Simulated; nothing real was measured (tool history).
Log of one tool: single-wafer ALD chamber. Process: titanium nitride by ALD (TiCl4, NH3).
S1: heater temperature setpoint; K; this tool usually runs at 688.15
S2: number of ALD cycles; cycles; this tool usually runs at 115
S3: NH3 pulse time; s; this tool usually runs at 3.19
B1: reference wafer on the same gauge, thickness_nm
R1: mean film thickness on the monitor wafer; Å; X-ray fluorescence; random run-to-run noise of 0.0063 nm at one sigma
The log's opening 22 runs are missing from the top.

run 23 hour=527.1 | S1=683.15 S2=105 S3=4.39 | B1=2.236 | R1=23.51
-- hour=547.4 showerhead replaced
run 24 hour=553.2 | S1=688.15 S2=115 S3=3.19 | B1=2.239 | R1=25.66
run 25 hour=585.1 | S1=699.15 S2=115 S3=2.42 | B1=2.24 | R1=25.55
run 26 hour=600.5 | S1=688.15 S2=115 S3=3.19 | B1=2.241 | R1=25.52
run 27 hour=617.8 | S1=682.15 S2=108 S3=3.19 | B1=2.246 | R1=24.03
run 28 hour=640.5 | S1=688.15 S2=115 S3=3.19 | B1=2.245 | R1=25.65
run 29 hour=672.9 | S1=688.15 S2=115 S3=3.19 | B1=2.246 | R1=25.59
run 30 hour=701.9 | S1=688.15 S2=130 S3=3.79 | B1=2.244 | R1=29.15

Forecast each of these 3 alternatives for the next run:
run A hour=702.6 | S1=688.15 S2=115 S3=2.15 | B1=? | R1=?
run B hour=702.6 | S1=693.15 S2=100 S3=3.19 | B1=? | R1=?
run C hour=702.6 | S1=688.15 S2=115 S3=3.79 | B1=? | R1=?

run=A B1=2.247 R1=25.48
run=B B1=2.247 R1=22.4
run=C B1=2.247 R1=25.83
With no hidden state in the tool, these same runs would have given:
run=A R1=25.06
run=B R1=22.03
run=C R1=25.4
